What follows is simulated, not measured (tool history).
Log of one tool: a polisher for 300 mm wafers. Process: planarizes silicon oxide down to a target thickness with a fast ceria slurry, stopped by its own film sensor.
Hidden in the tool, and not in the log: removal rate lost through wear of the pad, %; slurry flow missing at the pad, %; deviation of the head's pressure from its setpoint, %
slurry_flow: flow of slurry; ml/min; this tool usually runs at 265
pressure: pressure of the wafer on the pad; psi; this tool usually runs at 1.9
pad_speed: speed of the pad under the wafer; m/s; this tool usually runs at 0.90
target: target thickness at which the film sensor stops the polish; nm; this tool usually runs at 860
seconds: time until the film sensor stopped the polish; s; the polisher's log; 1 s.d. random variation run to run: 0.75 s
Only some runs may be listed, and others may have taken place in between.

run,hour,slurry_flow,pressure,pad_speed,target,wafers since the last listed run,wafers polished on this pad,hours since the slurry nozzle was cleaned,hours since the head pressure was calibrated,"incoming thickness of the incoming film, nm",seconds
1,0.0,265,1.9,0.90,791,0,286,449.4,769.7,1362.6,68.4
# hour 166.7: slurry nozzle cleaned
2,211.5,265,1.9,0.90,860,2348,2634,44.8,981.2,1365.0,58.0
# hour 216.9: head pressure recalibrated
3,236.0,265,1.9,0.90,860,251,2885,69.3,19.1,1360.5,57.9
4,263.8,265,1.9,0.90,860,310,3195,97.1,46.9,1394.5,61.9
5,294.6,265,1.9,0.90,860,343,3539,127.9,77.7,1398.7,63.4
6,326.8,265,1.9,0.90,860,359,3898,160.1,109.9,1405.8,64.3
# hour 340.7: worn pad replaced by a new one
7,355.3,265,1.9,0.90,860,273,162,188.6,138.4,1399.7,62.7
8,400.6,265,1.9,0.90,860,505,668,233.9,183.7,1362.2,59.3
9,444.5,265,1.9,0.90,860,489,1157,277.8,227.6,1384.8,62.9
10,491.3,200,1.9,1.12,860,522,1679,324.6,274.4,1376.5,53.4
11,552.7,215,1.9,1.12,860,684,2364,386.0,335.8,1405.8,55.9
12,577.6,215,1.9,1.12,860,277,2642,410.9,360.7,1395.6,53.2
13,634.8,215,1.9,1.12,860,638,3280,468.1,417.9,1368.8,51.5
# hour 697.5: slurry nozzle cleaned
14,704.6,265,1.9,0.90,860,767,4048,7.1,487.7,1390.8,60.2
# hour 714.0: worn pad replaced by a new one
15,769.6,265,1.9,0.90,860,680,620,72.1,552.7,1361.3,57.7
16,812.0,265,1.9,0.90,860,473,1093,114.5,595.1,1365.0,58.5
17,880.5,265,1.9,0.90,860,764,1857,183.0,663.6,1374.5,60.3
18,941.9,265,1.9,0.90,860,684,2542,244.4,725.0,1384.0,61.2
19,973.7,340,2.6,0.62,795,354,2897,276.2,756.8,1379.6,67.7
20,1031.1,265,1.9,0.90,860,640,3537,333.6,814.2,1378.3,60.9
# hour 1048.7: worn pad replaced by a new one
21,1086.3,265,1.9,0.90,860,571,419,388.8,869.4,1368.7,59.5
22,1119.2,235,2.2,0.64,1025,367,786,421.7,902.3,1367.8,48.4
23,1147.0,350,1.9,0.90,860,310,1096,449.5,930.1,1364.8,58.2
# hour 1149.1: head pressure recalibrated
24,1204.8,265,1.9,0.80,1035,622,1718,507.3,55.7,1359.6,42.7
25,1273.6,265,1.9,0.90,799,767,2486,576.1,124.5,1357.9,65.6
26,1302.8,180,1.5,0.90,860,325,2812,605.3,153.7,1367.4,82.7
27,1352.6,230,1.5,1.04,803,555,3367,655.1,203.5,1388.5,80.2
# hour 1376.4: worn pad replaced by a new one
# hour 1379.6: slurry nozzle cleaned
28,1396.1,335,2.3,0.62,1010,429,208,16.5,247.0,1380.2,47.4
29,1464.2,175,1.4,1.06,758,759,967,84.6,315.1,1355.0,85.5
30,1519.1,180,1.5,0.78,756,612,1580,139.5,370.0,1382.2,112.2
31,1558.0,215,1.9,1.12,860,433,2014,178.4,408.9,1388.0,52.5
32,1594.7,235,1.5,1.00,860,409,2423,215.1,445.6,1394.1,74.2
33,1640.6,190,1.9,0.90,705,512,2935,261.0,491.5,1381.3,85.2
34,1696.8,265,1.2,0.90,692,626,3562,317.2,547.7,1374.0,128.7
# hour 1715.9: worn pad replaced by a new one
35,1738.8,315,1.3,0.90,806,423,255,359.2,589.7,1388.1,101.9

How the hidden state differs across the entries between the runs, from the last listed run before each to the first after it:
Run 1 -> run 2: slurry nozzle cleaned (hour 166.7)
  slurry flow missing at the pad, %: 40.1 -> 8.72
  what was measured, less what the result would be without the hidden state, seconds: +3.4 -> +0.5 s
Run 2 -> run 3: head pressure recalibrated (hour 216.9)
  slurry flow missing at the pad, %: 8.72 -> 12.6
  what was measured, less what the result would be without the hidden state, seconds: +0.5 -> +0.7 s
Run 6 -> run 7: worn pad replaced by a new one (hour 340.7)
  slurry flow missing at the pad, %: 23.5 -> 26
  what was measured, less what the result would be without the hidden state, seconds: +1.6 -> +1.7 s
Run 13 -> run 14: slurry nozzle cleaned (hour 697.5)
  slurry flow missing at the pad, %: 38.3 -> 3.9
  what was measured, less what the result would be without the hidden state, seconds: +2.8 -> +0.2 s
Run 14 -> run 15: worn pad replaced by a new one (hour 714.0)
  slurry flow missing at the pad, %: 3.9 -> 15.2
  what was measured, less what the result would be without the hidden state, seconds: +0.2 -> +0.9 s
Run 20 -> run 21: worn pad replaced by a new one (hour 1048.7)
  slurry flow missing at the pad, %: 36.7 -> 38.6
  what was measured, less what the result would be without the hidden state, seconds: +2.6 -> +2.7 s
Run 23 -> run 24: head pressure recalibrated (hour 1149.1)
  slurry flow missing at the pad, %: 40.1 -> 41.2
  what was measured, less what the result would be without the hidden state, seconds: +2.3 -> +2.2 s
Run 27 -> run 28: worn pad replaced by a new one (hour 1376.4); slurry nozzle cleaned (hour 1379.6)
  slurry flow missing at the pad, %: 43 -> 11.4
  what was measured, less what the result would be without the hidden state, seconds: +4.9 -> +0.4 s
Run 34 -> run 35: worn pad replaced by a new one (hour 1715.9)
  slurry flow missing at the pad, %: 41.6 -> 43.2
  what was measured, less what the result would be without the hidden state, seconds: +6.7 -> +4.9 s
